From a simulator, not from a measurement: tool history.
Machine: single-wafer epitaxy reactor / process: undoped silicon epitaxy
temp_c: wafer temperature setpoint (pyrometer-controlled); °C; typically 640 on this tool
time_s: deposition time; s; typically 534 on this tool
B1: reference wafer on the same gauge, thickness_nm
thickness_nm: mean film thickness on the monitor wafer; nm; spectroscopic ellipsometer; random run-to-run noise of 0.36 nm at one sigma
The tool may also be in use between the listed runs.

Run 1, hour 0: usual settings but temp_c 630 °C; B1 84.069. Result: thickness_nm 68.355 nm.
Run 2, hour 14.6: usual settings but temp_c 630 °C; B1 84.273. Result: thickness_nm 67.916 nm.
Run 3, hour 29.1: usual settings; B1 84.06. Result: thickness_nm 83.815 nm.
Run 4, hour 37.8: usual settings; B1 84.189. Result: thickness_nm 83.694 nm.
Run 5, hour 48.3: usual settings; B1 84.08. Result: thickness_nm 84.53 nm.
Run 6, hour 65.6: usual settings; B1 84.137. Result: thickness_nm 84.065 nm.
Run 7, hour 76.7: usual settings; B1 84.381. Result: thickness_nm 83.351 nm.
Run 8, hour 84.2: usual settings; B1 84.207. Result: thickness_nm 83.151 nm.
Run 9, hour 100.9: usual settings; B1 84.281. Result: thickness_nm 82.949 nm.
Run 10, hour 110.6: usual settings; B1 84.192. Result: thickness_nm 83.365 nm.
Run 11, hour 124.1: usual settings; B1 84.184. Result: thickness_nm 83.392 nm.
Run 12, hour 137.2: usual settings; B1 83.978. Result: thickness_nm 83.782 nm.
Run 13, hour 147.6: usual settings; B1 84.212. Result: thickness_nm 83.184 nm.
Run 14, hour 164.7: usual settings but temp_c 647 °C; B1 84.134. Result: thickness_nm 95.511 nm.
At hour 197.7: pyrometer calibrated.
Run 15, hour 198.2: usual settings but temp_c 647 °C; B1 84.218. Result: thickness_nm 83.643 nm.
Run 16, hour 207.5: usual settings but temp_c 632 °C; B1 84.471. Result: thickness_nm 62.9 nm.
Run 17, hour 221.1: usual settings but temp_c 632 °C; B1 84.275. Result: thickness_nm 63.245 nm.
Run 18, hour 235.4: usual settings; B1 84.343. Result: thickness_nm 73.858 nm.
Run 19, hour 245.8: usual settings but temp_c 655 °C, time_s 442 s; B1 84.328. Result: thickness_nm 81.512 nm.
Run 20, hour 260.4: usual settings; B1 84.097. Result: thickness_nm 74.237 nm.
At hour 264.5: gauge calibrated.
Run 21, hour 267.5: usual settings but temp_c 633 °C, time_s 481 s; B1 84.226. Result: thickness_nm 58.292 nm.
Run 22, hour 275.6: usual settings but temp_c 627 °C, time_s 483 s; B1 84.193. Result: thickness_nm 52.311 nm.
Run 23, hour 288.9: usual settings; B1 84.141. Result: thickness_nm 74.872 nm.
Run 24, hour 302.1: usual settings but temp_c 644 °C, time_s 629 s; B1 84.081. Result: thickness_nm 96.147 nm.
Run 25, hour 337.9: usual settings but temp_c 652 °C; B1 84.33. Result: thickness_nm 96.463 nm.
Run 26, hour 347.8: usual settings; B1 84.144. Result: thickness_nm 75.222 nm.
Run 27, hour 362.8: usual settings but temp_c 632 °C, time_s 600 s; B1 84.153. Result: thickness_nm 73.314 nm.
Run 28, hour 373.3: usual settings but temp_c 651 °C, time_s 473 s; B1 84.089. Result: thickness_nm 83.507 nm.
Run 29, hour 385.6: usual settings; B1 83.983. Result: thickness_nm 75.841 nm.
Run 30, hour 394.8: usual settings but temp_c 647 °C, time_s 568 s; B1 84.36. Result: thickness_nm 93.422 nm.
Run 31, hour 401.8: usual settings; B1 84.392. Result: thickness_nm 76.315 nm.
Run 32, hour 409.6: usual settings but temp_c 647 °C, time_s 484 s; B1 84.21. Result: thickness_nm 79.499 nm.
Run 33, hour 423.6: usual settings but temp_c 636 °C, time_s 636 s; B1 83.996. Result: thickness_nm 84.557 nm.
Run 34, hour 430.7: usual settings but temp_c 655 °C, time_s 442 s; B1 84.253. Result: thickness_nm 84.943 nm.
Run 35, hour 444.2: usual settings but temp_c 648 °C; B1 84.222. Result: thickness_nm 89.589 nm.

What if the next run were any one of these 3? Each begins from the tool's condition after run 35:
Run A, hour 444.7: usual settings but temp_c 628 °C; B1 ?. Result: thickness_nm ?.
Run B, hour 444.7: usual settings but time_s 614 s; B1 ?. Result: thickness_nm ?.
Run C, hour 444.7: usual settings but temp_c 650 °C, time_s 430 s; B1 ?. Result: thickness_nm ?.

run      B1  thickness_nm
  A  84.187        60.684
  B  84.187        88.452
  C  84.187        75.171
Take away the tool's hidden state, keep each run's random variation, and the runs would have read:
run  thickness_nm
  A        58.814
  B        85.788
  C        72.949
